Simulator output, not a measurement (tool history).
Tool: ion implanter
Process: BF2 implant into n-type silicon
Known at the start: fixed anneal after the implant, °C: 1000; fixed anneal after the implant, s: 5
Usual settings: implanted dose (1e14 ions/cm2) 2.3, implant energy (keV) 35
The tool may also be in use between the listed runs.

run	day	implanted dose (1e14 ions/cm2)	implant energy (keV)	read-back reference wafer on the same gauge, sheet resistance	sheet resistance of the implanted and annealed layer (ohm/square)
1	0	2.3	27	420.43	448
2	3.617	2.3	29	420.93	448.82
3	4.696	2.3	29	421.37	447.37
4	6.167	2.3	35	420.66	444.25
5	7.225	2.3	35	421.21	440.74
6	8.142	2.3	35	421.31	441.02
7	8.646	2.3	35	420.93	443.06
8	9.883	2.3	35	420.5	440.55
9	10.917	2.3	40.5	421	437.24
10	12.138	2.3	40.5	421.08	435.01
11	12.862	2.3	35	420.75	441.33
12	13.733	2.3	35	421.34	442.86
13	14.721	2.3	35	421.17	441.03
# day 15.142: Faraday cup replaced and dose calibrated
14	16.062	2.3	29.5	420.47	461.4
15	16.671	2.3	40	421.97	454.34
16	17.762	2.3	28	421.23	465.46
17	18.533	2.3	28	421.38	461.56
18	19.492	2.3	35	421.02	459.93
19	20.404	2.72	38.5	421.44	401.43
20	21.833	2.3	42	420.96	451.8
21	22.704	1.62	44.5	421.38	591.88
22	23.9	1.93	45	421	521.09
23	24.929	1.83	42	421.28	541.77
24	26.279	2.3	35	420.88	459.3
# day 27.304: extraction supply calibrated
25	27.325	1.85	35	420.49	549.22
# day 28.175: gauge calibrated
26	28.629	2.6	35	421.37	416.93
27	29.779	1.77	38	420.82	559.5
28	33.888	2.3	35	421.22	459.83
29	35.354	2.5	43	421.59	424.69
30	36.183	2.72	44.5	420.91	391.17
31	37.342	2.7	25.5	421.68	406.15
32	38.704	2.59	38.5	420.87	413.26
33	40.2	2.7	26	421.03	407.86
34	41.108	2.3	43.5	420.65	448.34
35	41.767	1.79	31.5	420.76	567.91
36	44.738	2.66	26	421.87	411.51
37	45.258	2.3	35	420.67	459.61

4 ways to go on from here, each from the tool as it stands after run 37. What would each give?
A	45.275	2.3	35	?	?
B	45.275	2.64	38	?	?
C	45.275	2.3	47	?	?
D	45.275	1.97	25	?	?

run	read-back reference wafer on the same gauge, sheet resistance	sheet resistance of the implanted and annealed layer (ohm/square)
A	420.76	459.75
B	420.76	408.33
C	420.76	448.51
D	420.76	533.37
Without the tool's hidden state the same runs would have given:
run	sheet resistance of the implanted and annealed layer (ohm/square)
A	462.99
B	411.31
C	451.59
D	537.3

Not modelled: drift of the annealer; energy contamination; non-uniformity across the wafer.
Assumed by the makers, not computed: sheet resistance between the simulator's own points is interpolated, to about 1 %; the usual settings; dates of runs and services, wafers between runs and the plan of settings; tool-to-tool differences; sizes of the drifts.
